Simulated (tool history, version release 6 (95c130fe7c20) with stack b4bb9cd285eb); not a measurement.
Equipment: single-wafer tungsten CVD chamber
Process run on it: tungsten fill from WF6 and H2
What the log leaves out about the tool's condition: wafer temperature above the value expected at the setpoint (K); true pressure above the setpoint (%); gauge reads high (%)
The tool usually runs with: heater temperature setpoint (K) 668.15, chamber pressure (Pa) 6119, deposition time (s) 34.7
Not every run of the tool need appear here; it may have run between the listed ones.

run   hour  heater temperature setpoint (K)  chamber pressure (Pa)  deposition time (s)  wafers since the last listed run  hours since the last thermocouple change  hours since the last manometer calibration  hours since the showerhead was replaced  hours since the gauge calibration  read-back reference wafer on the same gauge, thickness_nm  mean film thickness on the monitor wafer (Å)
  1      0                           663.15                   6119                 34.7                                 0                                    2819.3                                       896.2                                   2671.2                              446.3                                                    121.073                                        878.07
  2   17.9                           663.15                   6119                 34.7                               389                                    2837.2                                       914.1                                   2689.1                              464.2                                                    120.852                                        881.74
  3     26                           663.15                   6119                 34.7                               176                                    2845.3                                       922.2                                   2697.2                              472.3                                                    121.025                                        874.05
      50.5  -- capacitance manometer re-zeroed and calibrated
  4     51                           662.15                   6119                 34.7                               369                                    2870.3                                         0.5                                   2722.2                              497.3                                                    120.952                                        827.63
  5   58.3                           662.15                   6119                 34.7                               158                                    2877.6                                         7.8                                   2729.5                              504.6                                                    120.703                                        826.79
  6   73.7                           662.15                   6119                 34.7                               335                                      2893                                        23.2                                   2744.9                                520                                                    121.026                                        824.81
  7   80.7                           668.15                   6119                 38.2                               152                                      2900                                        30.2                                   2751.9                                527                                                    120.857                                       1013.79
  8     93                           665.15                   6119                 34.7                               267                                    2912.3                                        42.5                                   2764.2                              539.3                                                    121.125                                        869.52
  9  103.9                           668.15                   6119                 34.7                               237                                    2923.2                                        53.4                                   2775.1                              550.2                                                    121.021                                        918.45
 10  118.3                           668.15                   6119                 34.7                               313                                    2937.6                                        67.8                                   2789.5                              564.6                                                    121.161                                        917.14
 11  128.3                           674.15                   6119                 34.7                               217                                    2947.6                                        77.8                                   2799.5                              574.6                                                    121.052                                       1015.62
 12  143.6                           657.15                   6119                 36.9                               332                                    2962.9                                        93.1                                   2814.8                              589.9                                                    120.824                                        803.86
 13  153.1                           675.15                   5626                 37.6                               206                                    2972.4                                       102.6                                   2824.3                              599.4                                                    121.003                                       1078.75
 14  166.6                           682.15                   6119                 34.7                               293                                    2985.9                                       116.1                                   2837.8                              612.9                                                    121.206                                       1160.18
 15    178                           672.15                   7013                   41                               248                                    2997.3                                       127.5                                   2849.2                              624.3                                                    120.961                                       1247.26
 16  191.6                           673.15                   4720                   28                               295                                    3010.9                                       141.1                                   2862.8                              637.9                                                    120.906                                        701.53
       199  -- gauge calibrated
 17  200.9                           668.15                   6119                 34.7                               202                                    3020.2                                       150.4                                   2872.1                                1.9                                                    120.686                                        922.47

Run 18 comes next. What will it give?
 18  215.9                           668.15                   6119                 34.7                               326                                    3035.2                                       165.4                                   2887.1                               16.9                                                          ?                                             ?

{"run 18": {"read-back reference wafer on the same gauge, thickness_nm": 121.332, "mean film thickness on the monitor wafer (Å)": 919.15}}
With the hidden condition absent and the run-to-run variation left alone, this run would have shown mean film thickness on the monitor wafer (Å) 1010.62.
